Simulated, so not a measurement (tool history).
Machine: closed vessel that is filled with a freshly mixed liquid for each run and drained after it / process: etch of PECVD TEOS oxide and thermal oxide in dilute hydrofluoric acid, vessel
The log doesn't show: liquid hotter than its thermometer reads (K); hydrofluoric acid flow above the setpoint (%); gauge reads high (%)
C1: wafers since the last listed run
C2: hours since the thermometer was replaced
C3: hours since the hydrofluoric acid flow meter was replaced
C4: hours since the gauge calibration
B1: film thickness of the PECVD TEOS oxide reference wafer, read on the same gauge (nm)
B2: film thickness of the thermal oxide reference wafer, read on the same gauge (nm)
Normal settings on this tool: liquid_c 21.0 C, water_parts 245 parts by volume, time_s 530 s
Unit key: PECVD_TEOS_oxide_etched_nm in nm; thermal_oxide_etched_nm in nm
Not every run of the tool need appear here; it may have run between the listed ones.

run 1 hour=0.0 | liquid_c=23.0 water_parts=245 time_s=530 | C1=0 C2=939.7 C3=1576.1 C4=217.4 | B1=120.01 B2=50.00 | PECVD_TEOS_oxide_etched_nm=44.05 thermal_oxide_etched_nm=7.62
run 2 hour=45.3 | liquid_c=23.0 water_parts=245 time_s=530 | C1=2071 C2=985.0 C3=1621.4 C4=262.7 | B1=120.00 B2=50.00 | PECVD_TEOS_oxide_etched_nm=43.69 thermal_oxide_etched_nm=7.60
run 3 hour=131.3 | liquid_c=23.0 water_parts=245 time_s=530 | C1=3933 C2=1071.0 C3=1707.4 C4=348.7 | B1=120.00 B2=49.99 | PECVD_TEOS_oxide_etched_nm=44.17 thermal_oxide_etched_nm=7.64
run 4 hour=206.0 | liquid_c=19.5 water_parts=245 time_s=530 | C1=3416 C2=1145.7 C3=1782.1 C4=423.4 | B1=120.00 B2=49.99 | PECVD_TEOS_oxide_etched_nm=39.40 thermal_oxide_etched_nm=6.69
run 5 hour=271.9 | liquid_c=19.5 water_parts=245 time_s=530 | C1=3014 C2=1211.6 C3=1848.0 C4=489.3 | B1=120.00 B2=50.00 | PECVD_TEOS_oxide_etched_nm=39.16 thermal_oxide_etched_nm=6.76
run 6 hour=357.7 | liquid_c=19.5 water_parts=245 time_s=530 | C1=3924 C2=1297.4 C3=1933.8 C4=575.1 | B1=119.99 B2=50.01 | PECVD_TEOS_oxide_etched_nm=38.79 thermal_oxide_etched_nm=6.77
run 7 hour=443.3 | liquid_c=21.0 water_parts=245 time_s=530 | C1=3915 C2=1383.0 C3=2019.4 C4=660.7 | B1=120.00 B2=49.99 | PECVD_TEOS_oxide_etched_nm=42.07 thermal_oxide_etched_nm=7.15
run 8 hour=480.6 | liquid_c=21.0 water_parts=245 time_s=530 | C1=1706 C2=1420.3 C3=2056.7 C4=698.0 | B1=120.00 B2=50.00 | PECVD_TEOS_oxide_etched_nm=41.97 thermal_oxide_etched_nm=7.15
run 9 hour=518.9 | liquid_c=19.0 water_parts=245 time_s=530 | C1=1751 C2=1458.6 C3=2095.0 C4=736.3 | B1=120.01 B2=49.99 | PECVD_TEOS_oxide_etched_nm=39.06 thermal_oxide_etched_nm=6.69
run 10 hour=611.8 | liquid_c=19.0 water_parts=245 time_s=530 | C1=4249 C2=1551.5 C3=2187.9 C4=829.2 | B1=119.99 B2=49.98 | PECVD_TEOS_oxide_etched_nm=39.01 thermal_oxide_etched_nm=6.72
-- hour=644.2 thermometer replaced
run 11 hour=707.4 | liquid_c=21.0 water_parts=245 time_s=530 | C1=4326 C2=63.2 C3=2283.5 C4=924.8 | B1=120.01 B2=50.02 | PECVD_TEOS_oxide_etched_nm=39.28 thermal_oxide_etched_nm=6.81
run 12 hour=766.4 | liquid_c=21.0 water_parts=245 time_s=380 | C1=2698 C2=122.2 C3=2342.5 C4=983.8 | B1=120.02 B2=50.00 | PECVD_TEOS_oxide_etched_nm=28.58 thermal_oxide_etched_nm=4.90
run 13 hour=810.5 | liquid_c=21.0 water_parts=245 time_s=310 | C1=2017 C2=166.3 C3=2386.6 C4=1027.9 | B1=120.01 B2=50.01 | PECVD_TEOS_oxide_etched_nm=23.13 thermal_oxide_etched_nm=4.01
-- hour=832.2 gauge calibrated
-- hour=971.3 hydrofluoric acid flow meter replaced
run 14 hour=971.8 | liquid_c=21.0 water_parts=245 time_s=530 | C1=7331 C2=327.6 C3=0.5 C4=139.6 | B1=119.99 B2=50.00 | PECVD_TEOS_oxide_etched_nm=39.69 thermal_oxide_etched_nm=6.88
run 15 hour=1013.5 | liquid_c=23.5 water_parts=245 time_s=725 | C1=1907 C2=369.3 C3=42.2 C4=181.3 | B1=120.00 B2=50.04 | PECVD_TEOS_oxide_etched_nm=60.08 thermal_oxide_etched_nm=10.27
run 16 hour=1053.3 | liquid_c=17.0 water_parts=245 time_s=785 | C1=1820 C2=409.1 C3=82.0 C4=221.1 | B1=120.00 B2=49.99 | PECVD_TEOS_oxide_etched_nm=51.56 thermal_oxide_etched_nm=8.69
run 17 hour=1109.4 | liquid_c=17.0 water_parts=340 time_s=740 | C1=2565 C2=465.2 C3=138.1 C4=277.2 | B1=120.00 B2=49.98 | PECVD_TEOS_oxide_etched_nm=32.12 thermal_oxide_etched_nm=5.51
run 18 hour=1193.3 | liquid_c=25.5 water_parts=245 time_s=530 | C1=3837 C2=549.1 C3=222.0 C4=361.1 | B1=120.00 B2=50.00 | PECVD_TEOS_oxide_etched_nm=47.75 thermal_oxide_etched_nm=8.13
run 19 hour=1276.5 | liquid_c=21.0 water_parts=245 time_s=530 | C1=3805 C2=632.3 C3=305.2 C4=444.3 | B1=119.98 B2=50.00 | PECVD_TEOS_oxide_etched_nm=40.23 thermal_oxide_etched_nm=6.94
run 20 hour=1335.6 | liquid_c=19.5 water_parts=285 time_s=225 | C1=2703 C2=691.4 C3=364.3 C4=503.4 | B1=120.01 B2=50.04 | PECVD_TEOS_oxide_etched_nm=13.57 thermal_oxide_etched_nm=2.33
run 21 hour=1424.4 | liquid_c=21.0 water_parts=245 time_s=260 | C1=4061 C2=780.2 C3=453.1 C4=592.2 | B1=120.00 B2=50.00 | PECVD_TEOS_oxide_etched_nm=19.99 thermal_oxide_etched_nm=3.40
run 22 hour=1480.3 | liquid_c=25.0 water_parts=245 time_s=830 | C1=2556 C2=836.1 C3=509.0 C4=648.1 | B1=120.00 B2=50.04 | PECVD_TEOS_oxide_etched_nm=74.94 thermal_oxide_etched_nm=12.75
run 23 hour=1535.1 | liquid_c=21.0 water_parts=245 time_s=220 | C1=2506 C2=890.9 C3=563.8 C4=702.9 | B1=119.98 B2=50.01 | PECVD_TEOS_oxide_etched_nm=17.05 thermal_oxide_etched_nm=2.92

Pick out some run-to-run changes in PECVD_TEOS_oxide_etched_nm. Of each, how much would a tool without hidden state show as well, from the settings, what came in and chance, and how much is left for the hidden state and any gauge scatter not in both results compared?
Run 10 -> 11: liquid_c 19.0 -> 21.0, thermometer replaced. PECVD_TEOS_oxide_etched_nm +0.27 nm: hidden state -2.37, all else +2.64.
Run 21 -> 22: liquid_c 21.0 -> 25.0, time_s 260 -> 830. PECVD_TEOS_oxide_etched_nm +54.95 nm: hidden state +2.06, all else +52.89.
Run 22 -> 23: liquid_c 25.0 -> 21.0, time_s 830 -> 220. PECVD_TEOS_oxide_etched_nm -57.89 nm: hidden state -2.09, all else -55.80.
